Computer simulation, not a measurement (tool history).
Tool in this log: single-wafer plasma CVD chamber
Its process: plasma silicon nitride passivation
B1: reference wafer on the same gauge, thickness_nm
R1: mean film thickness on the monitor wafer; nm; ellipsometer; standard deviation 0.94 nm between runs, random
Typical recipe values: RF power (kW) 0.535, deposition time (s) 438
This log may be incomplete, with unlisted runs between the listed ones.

run 1 hour=0 | RF_power_(kW)=0.59 deposition_time_(s)=389 | B1=653.801 | R1=560.715
run 2 hour=15.5 | RF_power_(kW)=0.59 deposition_time_(s)=389 | B1=653.963 | R1=560.344
run 3 hour=26.2 | RF_power_(kW)=0.535 deposition_time_(s)=438 | B1=654.018 | R1=614.832
run 4 hour=40 | RF_power_(kW)=0.535 deposition_time_(s)=438 | B1=653.937 | R1=615.988
run 5 hour=53.4 | RF_power_(kW)=0.535 deposition_time_(s)=438 | B1=653.941 | R1=616.946
run 6 hour=63.3 | RF_power_(kW)=0.535 deposition_time_(s)=438 | B1=654.038 | R1=613.779
run 7 hour=73.4 | RF_power_(kW)=0.535 deposition_time_(s)=438 | B1=654.23 | R1=616.342
run 8 hour=83.4 | RF_power_(kW)=0.535 deposition_time_(s)=394 | B1=654.013 | R1=554.314
run 9 hour=97.9 | RF_power_(kW)=0.535 deposition_time_(s)=438 | B1=653.965 | R1=613.788
run 10 hour=145.9 | RF_power_(kW)=0.535 deposition_time_(s)=438 | B1=653.957 | R1=615.133
run 11 hour=155.1 | RF_power_(kW)=0.535 deposition_time_(s)=438 | B1=653.937 | R1=615.337
run 12 hour=170 | RF_power_(kW)=0.535 deposition_time_(s)=438 | B1=653.941 | R1=614.647
run 13 hour=186.3 | RF_power_(kW)=0.535 deposition_time_(s)=438 | B1=654.026 | R1=613.552
run 14 hour=198.2 | RF_power_(kW)=0.535 deposition_time_(s)=438 | B1=653.96 | R1=614.651
run 15 hour=209.1 | RF_power_(kW)=0.535 deposition_time_(s)=438 | B1=653.86 | R1=613.048
run 16 hour=219.9 | RF_power_(kW)=0.535 deposition_time_(s)=438 | B1=653.997 | R1=613.876
run 17 hour=229.5 | RF_power_(kW)=0.47 deposition_time_(s)=402 | B1=653.95 | R1=547.579
-- hour=233.6 gauge calibrated
run 18 hour=244.4 | RF_power_(kW)=0.47 deposition_time_(s)=402 | B1=654.119 | R1=546.335
run 19 hour=266.9 | RF_power_(kW)=0.47 deposition_time_(s)=402 | B1=654.002 | R1=544.752
-- hour=282.2 RF generator calibrated
run 20 hour=282.7 | RF_power_(kW)=0.535 deposition_time_(s)=438 | B1=654.045 | R1=626.622
run 21 hour=294.4 | RF_power_(kW)=0.535 deposition_time_(s)=493 | B1=653.999 | R1=703.323
run 22 hour=304.8 | RF_power_(kW)=0.505 deposition_time_(s)=502 | B1=654.076 | R1=709.206
run 23 hour=322.7 | RF_power_(kW)=0.61 deposition_time_(s)=438 | B1=653.985 | R1=647.055
run 24 hour=330.2 | RF_power_(kW)=0.475 deposition_time_(s)=521 | B1=654.216 | R1=720.85
run 25 hour=340.7 | RF_power_(kW)=0.59 deposition_time_(s)=524 | B1=654.082 | R1=765.699
run 26 hour=356.2 | RF_power_(kW)=0.47 deposition_time_(s)=402 | B1=653.977 | R1=557.487
run 27 hour=365.3 | RF_power_(kW)=0.535 deposition_time_(s)=353 | B1=654.062 | R1=504.803
run 28 hour=376.6 | RF_power_(kW)=0.535 deposition_time_(s)=438 | B1=653.882 | R1=625.489
-- hour=410.9 showerhead replaced
run 29 hour=411.4 | RF_power_(kW)=0.435 deposition_time_(s)=476 | B1=654.02 | R1=647.101
run 30 hour=418.3 | RF_power_(kW)=0.535 deposition_time_(s)=438 | B1=653.987 | R1=624.597
run 31 hour=430.9 | RF_power_(kW)=0.47 deposition_time_(s)=476 | B1=653.977 | R1=658.417
run 32 hour=438.4 | RF_power_(kW)=0.565 deposition_time_(s)=385 | B1=653.966 | R1=557.612
run 33 hour=452.5 | RF_power_(kW)=0.485 deposition_time_(s)=502 | B1=654.028 | R1=699.944
run 34 hour=460.4 | RF_power_(kW)=0.535 deposition_time_(s)=438 | B1=653.932 | R1=626.883
run 35 hour=476.9 | RF_power_(kW)=0.535 deposition_time_(s)=438 | B1=653.886 | R1=624.735
run 36 hour=485.8 | RF_power_(kW)=0.455 deposition_time_(s)=504 | B1=654.016 | R1=692.051
run 37 hour=499.6 | RF_power_(kW)=0.535 deposition_time_(s)=438 | B1=653.777 | R1=624.044
run 38 hour=505.8 | RF_power_(kW)=0.535 deposition_time_(s)=469 | B1=654.071 | R1=671.045
run 39 hour=513.1 | RF_power_(kW)=0.535 deposition_time_(s)=383 | B1=653.998 | R1=546.494
run 40 hour=548.5 | RF_power_(kW)=0.445 deposition_time_(s)=438 | B1=653.887 | R1=597.022

Below, some changes in R1 between adjacent runs. For each, the amount present without the hidden state too (settings, incoming material, random variation) and the amount remaining for the hidden state with gauge scatter not shared by both compared results:
Unlogged tool condition in this case: delivered RF power above the setpoint (%); gauge reads high (%).
Run 8 -> 9: deposition time (s) 394 -> 438. R1 +59.474 nm: hidden state -1.26, all else +60.734.
Run 16 -> 17: RF power (kW) 0.535 -> 0.47, deposition time (s) 438 -> 402. R1 -66.297 nm: hidden state +1.34, all else -67.637.
Run 19 -> 20: RF power (kW) 0.47 -> 0.535, deposition time (s) 402 -> 438, RF generator calibrated. R1 +81.87 nm: hidden state +10.797, all else +71.073.
Run 25 -> 26: RF power (kW) 0.59 -> 0.47, deposition time (s) 524 -> 402. R1 -208.212 nm: hidden state +0.35, all else -208.562.
Run 32 -> 33: RF power (kW) 0.565 -> 0.485, deposition time (s) 385 -> 502. R1 +142.332 nm: hidden state -0.535, all else +142.867.
Run 38 -> 39: deposition time (s) 469 -> 383. R1 -124.551 nm: hidden state +0.425, all else -124.976.
